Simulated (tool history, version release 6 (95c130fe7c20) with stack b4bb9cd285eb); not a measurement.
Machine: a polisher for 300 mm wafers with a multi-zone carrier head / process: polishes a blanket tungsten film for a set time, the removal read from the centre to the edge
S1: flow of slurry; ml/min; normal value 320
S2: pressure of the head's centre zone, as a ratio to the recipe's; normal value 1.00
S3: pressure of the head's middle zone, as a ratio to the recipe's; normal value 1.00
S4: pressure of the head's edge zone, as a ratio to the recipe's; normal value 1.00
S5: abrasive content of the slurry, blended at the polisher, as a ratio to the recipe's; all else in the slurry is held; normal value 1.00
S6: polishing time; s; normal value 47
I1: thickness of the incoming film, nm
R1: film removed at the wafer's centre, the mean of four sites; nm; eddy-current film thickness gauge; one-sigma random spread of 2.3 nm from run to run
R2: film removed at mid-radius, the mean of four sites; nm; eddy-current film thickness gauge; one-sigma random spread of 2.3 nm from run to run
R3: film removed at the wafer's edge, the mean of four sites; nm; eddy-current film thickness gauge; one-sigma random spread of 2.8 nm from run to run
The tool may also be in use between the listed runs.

run   hour   S1    S2    S3    S4    S5  S6      I1     R1     R2     R3
  1    0.0  320  1.00  1.00  1.00  1.00  47   998.9  225.2  223.6  225.0
      35.8  -- worn pad replaced by a new one
  2   36.3  320  1.00  1.00  1.00  1.00  47   999.1  227.3  224.1  232.1
  3   51.3  320  1.00  1.00  1.00  1.00  47   990.5  228.1  229.4  225.4
  4   77.3  320  1.00  1.00  1.00  1.00  47   994.8  222.4  226.1  232.1
      98.5  -- worn pad replaced by a new one
  5  111.7  320  1.00  1.00  1.00  1.00  47  1025.1  226.2  227.6  222.6
     130.2  -- carrier head's membrane replaced by a new one
  6  131.5  320  1.00  1.00  1.00  1.00  47  1005.0  224.7  228.9  230.0
  7  154.6  320  1.00  1.00  1.07  1.00  47  1017.7  221.8  222.8  243.5
     171.0  -- worn pad replaced by a new one
  8  173.2  320  1.00  1.00  1.07  1.00  47  1006.1  227.9  227.3  235.6
     195.4  -- edge zone pressure recalibrated
  9  206.1  390  1.00  1.00  1.00  0.90  47  1031.3  216.4  222.3  223.4
 10  223.7  380  1.10  0.89  0.95  1.00  47  1007.1  253.8  213.1  222.8
     236.0  -- slurry nozzle cleaned
     236.4  -- worn pad replaced by a new one
 11  242.2  320  1.11  0.93  1.00  1.00  33  1018.2  174.0  150.4  160.7
     254.3  -- centre zone pressure recalibrated
 12  255.3  425  1.00  1.05  1.04  1.00  60   991.6  296.7  300.4  303.9
 13  271.6  360  1.00  1.00  0.89  1.20  34  1001.4  174.6  175.4  168.3
 14  285.8  320  1.07  1.00  1.00  1.00  47  1023.9  243.3  226.2  230.9
     295.6  -- worn pad replaced by a new one
 15  304.3  320  1.00  1.00  1.00  1.00  47  1012.9  222.4  221.9  231.5
 16  318.0  320  1.00  1.00  1.00  1.00  47  1022.9  224.7  226.3  226.0

5 options for the next run, each taken on its own from the tool as it stands now. Forecast them:
  A  318.4  320  1.00  1.00  1.00  1.00  47  999.4   ?   ?   ?
  B  318.4  320  1.00  1.00  1.00  0.80  33  999.4   ?   ?   ?
  C  318.4  320  1.00  1.00  1.11  0.75  34  999.4   ?   ?   ?
  D  318.4  320  1.00  0.91  1.00  1.00  42  999.4   ?   ?   ?
  E  318.4  410  1.00  1.11  0.89  1.00  31  999.4   ?   ?   ?

run     R1     R2     R3
  A  225.6  222.6  231.0
  B  144.9  143.0  148.3
  C  145.1  143.2  156.5
  D  201.5  188.3  206.6
  E  151.1  158.5  145.6
Without the tool's hidden state the same runs would have given:
run     R1     R2     R3
  A  225.6  222.6  231.0
  B  144.9  143.0  148.3
  C  145.1  143.2  156.5
  D  201.5  188.3  206.6
  E  151.1  158.5  145.6
